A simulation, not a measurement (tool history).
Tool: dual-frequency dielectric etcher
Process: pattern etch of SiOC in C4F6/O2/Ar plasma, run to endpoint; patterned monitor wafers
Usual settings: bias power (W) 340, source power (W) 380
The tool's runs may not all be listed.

run	hour	bias power (W)	source power (W)	incoming incoming film thickness, nm	endpoint time (s)
1	0	340	320	50.28	20
2	16.8	340	320	49.69	19.8
3	49.6	340	380	49.66	18.2
4	77.6	340	380	49.65	18.2
5	106.5	340	380	50.29	18.4
6	137.4	340	380	50.31	18.2
7	164.9	340	380	49.59	17.9
8	197.5	316	380	50.06	18.6
# hour 238.7: wet clean of the chamber
9	239.2	340	380	50.05	18.8
10	244	340	380	50.31	18.8
# hour 259.5: bias power generator calibrated
11	279.4	340	380	49.79	18.5
12	293.2	340	330	50.2	20
# hour 325.5: upper electrode replaced, of another model than before
13	326	340	380	50.44	18.8
14	335.5	340	380	50.1	18.7
15	356.3	404	410	49.74	15.8
16	380.8	340	380	49.99	18.5
17	411.2	414	430	49.5	15
18	443.8	340	460	49.68	16.1
19	461.9	377	310	50	20.3
20	477.3	364	330	49.65	19.4
21	496.7	266	410	50.47	20.7
22	530	297	440	49.7	17.8
# hour 541.2: source power generator calibrated
23	543.9	378	450	50.26	15.3
24	572	340	380	50.04	18.1
# hour 628.7: wet clean of the chamber
25	629.2	340	380	49.63	18.5
26	634.9	291	350	49.24	21.5
27	670.7	340	380	50.04	18.7
28	693.7	386	350	49.63	18
29	712.4	340	380	49.52	18.4
30	747.1	374	290	49.71	21.5
31	778.3	340	380	49.61	18.1
32	790.8	410	340	49.41	17.7
33	806.8	261	290	49.85	27.3
34	836.9	299	420	49.77	18.5

Some steps in endpoint time (s) between neighbouring runs. How much of each would the tool show without its hidden state too (settings, what came in, random variation), and how much is left for the hidden state, with any gauge scatter that isn't in both results?
The hidden state here: etch rate over this chamber's usual, %; bias power that arrives over what is set, %; source power that arrives over what is set, %.
Run 4 -> 5: no setting changed, nothing entered. endpoint time (s) +0.2: hidden state -0.2, all else +0.4.
Run 8 -> 9: bias power (W) 316 -> 340, wet clean of the chamber. endpoint time (s) +0.2: hidden state +0.6, all else -0.4.
Run 18 -> 19: bias power (W) 340 -> 377, source power (W) 460 -> 310. endpoint time (s) +4.2: hidden state -0.1, all else +4.3.
Run 24 -> 25: wet clean of the chamber. endpoint time (s) +0.4: hidden state +0.5, all else -0.1.
Run 32 -> 33: bias power (W) 410 -> 261, source power (W) 340 -> 290. endpoint time (s) +9.6: hidden state -0.2, all else +9.8.
Run 33 -> 34: bias power (W) 261 -> 299, source power (W) 290 -> 420. endpoint time (s) -8.8: hidden state +0.1, all else -8.9.
